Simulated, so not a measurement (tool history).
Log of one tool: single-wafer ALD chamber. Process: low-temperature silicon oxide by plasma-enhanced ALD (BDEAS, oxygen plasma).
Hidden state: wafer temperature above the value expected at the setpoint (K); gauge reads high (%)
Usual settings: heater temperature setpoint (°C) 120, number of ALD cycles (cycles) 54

run	hour	heater temperature setpoint (°C)	number of ALD cycles (cycles)	wafers since the last listed run	hours since the last thermocouple change	hours since the gauge calibration	read-back reference wafer on the same gauge, thickness_nm	mean film thickness on the monitor wafer (nm)
1	0	120	54	0	746	335.5	7.014	7.778
2	51.1	120	54	294	797.1	386.6	7.022	7.802
3	84.8	120	54	194	830.8	420.3	7.016	7.818
4	109.2	120	54	140	855.2	444.7	7.029	7.78
5	170.8	120	54	355	916.8	506.3	7.026	7.734
6	236.6	120	54	379	982.6	572.1	7.013	7.749
7	303.6	120	54	386	1049.6	639.1	7.021	7.841
8	371.7	120	54	392	1117.7	707.2	7.015	7.735
9	403.8	132	58	185	1149.8	739.3	7.018	8.19
10	471.6	132	58	390	1217.6	807.1	7.026	8.19
11	502.2	111	54	176	1248.2	837.7	7.021	7.939
12	561	111	54	339	1307	896.5	7.018	7.944
13	587.8	111	54	154	1333.8	923.3	7.024	7.893
14	626.9	120	54	225	1372.9	962.4	7.024	7.776
15	698.6	120	54	413	1444.6	1034.1	7.019	7.771
# hour 711.1: thermocouple changed; heater temperature recalibrated
16	755.8	120	54	283	44.7	1091.3	7.019	7.748
17	785.4	120	57	170	74.3	1120.9	7.017	8.254
18	839.9	120	57	314	128.8	1175.4	7.02	8.199
19	1041.9	110	51	1164	330.8	1377.4	7.02	7.469
20	1067.4	109	54	147	356.3	1402.9	7.018	7.948
21	1112	120	54	257	400.9	1447.5	7.013	7.78
22	1319.3	120	54	1195	608.2	1654.8	7.023	7.707
# hour 1320: gauge calibrated
23	1361.3	130	57	242	650.2	41.3	7.014	8.045
24	1388.1	111	45	154	677	68.1	7.019	6.609
25	1435.8	135	58	275	724.7	115.8	7.023	8.09
26	1483.2	129	50	273	772.1	163.2	7.025	7.071
27	1542.5	112	60	341	831.4	222.5	7.022	8.745
28	1604.2	105	59	355	893.1	284.2	7.019	8.7
29	1646.9	120	54	246	935.8	326.9	7.019	7.745
30	1693.9	105	59	270	982.8	373.9	7.025	8.72
31	1719	120	54	144	1007.9	399	7.02	7.781
32	1780.9	109	59	356	1069.8	460.9	7.022	8.676
33	1812.3	120	54	181	1101.2	492.3	7.021	7.805
34	1841.2	106	54	166	1130.1	521.2	7.021	7.927
35	1891.2	120	45	288	1180.1	571.2	7.022	6.487
36	1962.8	120	54	412	1251.7	642.8	7.022	7.741
37	2032.7	111	60	403	1321.6	712.7	7.024	8.775

Hidden state at the last listed run before each entry between runs and at the first one after, where it differs:
Between runs 15 and 16: thermocouple changed; heater temperature recalibrated (hour 711.1)
  no hidden state differs between the two runs
Between runs 22 and 23: gauge calibrated (hour 1320)
  no hidden state differs between the two runs
